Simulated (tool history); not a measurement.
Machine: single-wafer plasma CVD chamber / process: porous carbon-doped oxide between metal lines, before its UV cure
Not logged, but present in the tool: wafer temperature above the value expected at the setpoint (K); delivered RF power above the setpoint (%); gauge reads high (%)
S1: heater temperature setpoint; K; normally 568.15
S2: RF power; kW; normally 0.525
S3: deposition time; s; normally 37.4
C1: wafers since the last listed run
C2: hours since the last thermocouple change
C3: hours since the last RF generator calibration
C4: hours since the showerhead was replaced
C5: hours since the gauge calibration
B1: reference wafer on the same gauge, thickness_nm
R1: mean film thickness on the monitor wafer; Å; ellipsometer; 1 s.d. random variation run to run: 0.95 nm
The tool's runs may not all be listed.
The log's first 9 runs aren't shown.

run    hour      S1     S2    S3    C1      C2      C3      C4      C5       B1       R1
 10   901.5  562.15  0.525  42.8  1016   838.0   667.2  4094.6  1029.9  220.812  2233.02
 11   979.1  562.15  0.525  42.8   998   915.6   744.8  4172.2  1107.5  220.836  2233.32
 12  1060.4  562.15  0.525  42.8  1046   996.9   826.1  4253.5  1188.8  220.854  2227.23
 13  1344.8  568.15  0.525  37.4  3661  1281.3  1110.5  4537.9  1473.2  220.944  1856.66
     1424.4  -- thermocouple changed; heater temperature recalibrated
 14  1434.2  568.15  0.525  37.4  1047     9.8  1199.9  4627.3  1562.6  221.102  1851.38
 15  1519.7  568.15  0.525  37.4  1100    95.3  1285.4  4712.8  1648.1  220.970  1841.82
 16  1561.7  568.15  0.525  37.4   540   137.3  1327.4  4754.8  1690.1  220.968  1836.55
 17  1614.0  559.15  0.570  37.4   673   189.6  1379.7  4807.1  1742.4  220.697  2119.08
     1672.3  -- showerhead replaced
 18  1719.2  568.15  0.525  37.4  1251   294.8  1484.9    46.9  1847.6  221.030  1826.16
 19  1761.7  578.15  0.475  34.4   547   337.3  1527.4    89.4  1890.1  220.423  1442.38
     1771.5  -- gauge calibrated
 20  1829.1  558.15  0.560  32.1   867   404.7  1594.8   156.8    57.6  220.599  1786.81
     2001.7  -- RF generator calibrated
 21  2125.7  568.15  0.620  33.0  3715   701.3   124.0   453.4   354.2  221.383  1923.31
 22  2226.5  580.15  0.455  33.2  1297   802.1   224.8   554.2   455.0  220.422  1366.89
 23  2314.8  580.15  0.455  33.2  1136   890.4   313.1   642.5   543.3  220.903  1364.50
 24  2388.6  577.15  0.470  41.5   950   964.2   386.9   716.3   617.1  220.993  1803.04
 25  2469.2  577.15  0.525  33.5  1037  1044.8   467.5   796.9   697.7  221.095  1600.61
 26  2617.6  559.15  0.570  37.4  1910  1193.2   615.9   945.3   846.1  221.427  2150.22
     2642.3  -- thermocouple changed; heater temperature recalibrated
 27  2671.8  568.15  0.465  37.4   594    29.5   670.1   999.5   900.3  221.490  1694.16
 28  2727.1  568.15  0.525  37.4   711    84.8   725.4  1054.8   955.6  220.970  1860.97

Run 29, settings as shown, results not yet in. Your forecast:
 29  2772.6  557.15  0.435  39.9  585  130.3  770.9  1100.3  1001.1   ?   ?

B1: 220.895
R1: 1782.38 Å
Were there no unlogged condition in the tool, this run, its random variation unchanged, would have produced R1 1821.64 Å.

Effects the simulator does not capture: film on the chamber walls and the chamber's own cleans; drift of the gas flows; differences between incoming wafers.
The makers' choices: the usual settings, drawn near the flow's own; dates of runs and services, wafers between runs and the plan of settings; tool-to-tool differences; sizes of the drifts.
